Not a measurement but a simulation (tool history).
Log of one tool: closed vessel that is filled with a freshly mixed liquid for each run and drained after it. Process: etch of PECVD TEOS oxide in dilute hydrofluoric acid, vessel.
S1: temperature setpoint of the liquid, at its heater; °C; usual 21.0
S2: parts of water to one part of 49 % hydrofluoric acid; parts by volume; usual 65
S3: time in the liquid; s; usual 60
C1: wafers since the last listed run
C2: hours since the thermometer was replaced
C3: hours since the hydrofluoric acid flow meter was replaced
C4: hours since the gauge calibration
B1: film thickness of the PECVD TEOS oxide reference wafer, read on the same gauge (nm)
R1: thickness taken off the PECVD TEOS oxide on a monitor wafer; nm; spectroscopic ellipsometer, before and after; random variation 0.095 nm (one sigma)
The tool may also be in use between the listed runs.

run	hour	S1	S2	S3	C1	C2	C3	C4	B1	R1
1	0.0	21.0	65	60	0	2023.1	1185.8	302.0	39.98	17.98
2	25.6	22.0	65	60	3483	2048.7	1211.4	327.6	40.01	18.78
3	41.3	22.0	65	60	2136	2064.4	1227.1	343.3	40.00	18.96
4	71.4	21.0	45	80	4095	2094.5	1257.2	373.4	40.00	35.61
5	86.4	21.0	45	80	2041	2109.5	1272.2	388.4	40.01	35.61
6	102.3	21.0	45	80	2163	2125.4	1288.1	404.3	40.00	35.65
7	121.1	21.0	65	50	2558	2144.2	1306.9	423.1	39.99	15.04
8	135.4	21.0	65	50	1945	2158.5	1321.2	437.4	39.98	15.07
9	165.5	21.0	65	60	4095	2188.6	1351.3	467.5	40.01	17.97
10	192.2	21.0	65	60	3633	2215.3	1378.0	494.2	40.02	17.93
11	222.3	21.0	65	60	4095	2245.4	1408.1	524.3	40.01	17.85
12	244.0	21.0	65	80	2952	2267.1	1429.8	546.0	40.00	23.71
13	266.3	21.0	65	75	3034	2289.4	1452.1	568.3	40.02	22.45
14	292.5	22.5	65	60	3565	2315.6	1478.3	594.5	39.98	18.98
# hour 298.9: thermometer replaced
15	313.4	21.0	65	60	2707	14.5	1499.2	615.4	40.00	19.56
# hour 324.9: hydrofluoric acid flow meter replaced
16	328.6	24.5	65	70	1932	29.7	3.7	630.6	40.01	26.36
17	356.9	19.5	85	35	3850	58.0	32.0	658.9	39.99	8.01
18	369.9	26.0	85	45	1768	71.0	45.0	671.9	40.02	13.47
19	404.7	25.5	65	60	4735	105.8	79.8	706.7	39.99	23.58
20	423.6	21.0	80	60	2571	124.7	98.7	725.6	39.99	15.53
21	443.4	17.5	55	80	2694	144.5	118.5	745.4	40.01	26.61
22	458.2	17.5	55	80	2013	159.3	133.3	760.2	39.99	26.66
23	475.1	18.0	85	40	2299	176.2	150.2	777.1	40.00	8.59
24	500.7	17.5	95	60	3483	201.8	175.8	802.7	39.97	11.16
# hour 501.3: gauge calibrated
25	534.8	24.0	35	50	4639	235.9	209.9	33.5	40.00	35.51
26	565.6	21.0	75	60	4190	266.7	240.7	64.3	39.97	16.54
27	601.2	21.0	65	60	4844	302.3	276.3	99.9	39.99	19.45
28	620.8	24.0	65	80	2666	321.9	295.9	119.5	40.00	28.92
29	642.6	21.0	65	60	2966	343.7	317.7	141.3	40.01	19.45
30	676.0	24.0	65	60	4544	377.1	351.1	174.7	39.99	21.78
31	695.5	17.0	65	50	2653	396.6	370.6	194.2	39.99	13.57
32	709.6	24.0	65	50	1918	410.7	384.7	208.3	40.00	18.34

What the log doesn't show, run by run:
hydrofluoric acid flow above the setpoint (%): 0 in every run
gauge reads high (%): 0 in every run
H1: liquid colder than its thermometer reads (K)
run	H1
1	2.12
2	2.15
3	2.16
4	2.19
5	2.21
6	2.22
7	2.24
8	2.25
9	2.28
10	2.31
11	2.34
12	2.36
13	2.38
14	2.41
15	0.231
16	0.246
17	0.274
18	0.286
19	0.321
20	0.339
21	0.359
22	0.373
23	0.39
24	0.415
25	0.449
26	0.479
27	0.514
28	0.533
29	0.555
30	0.588
31	0.607
32	0.621
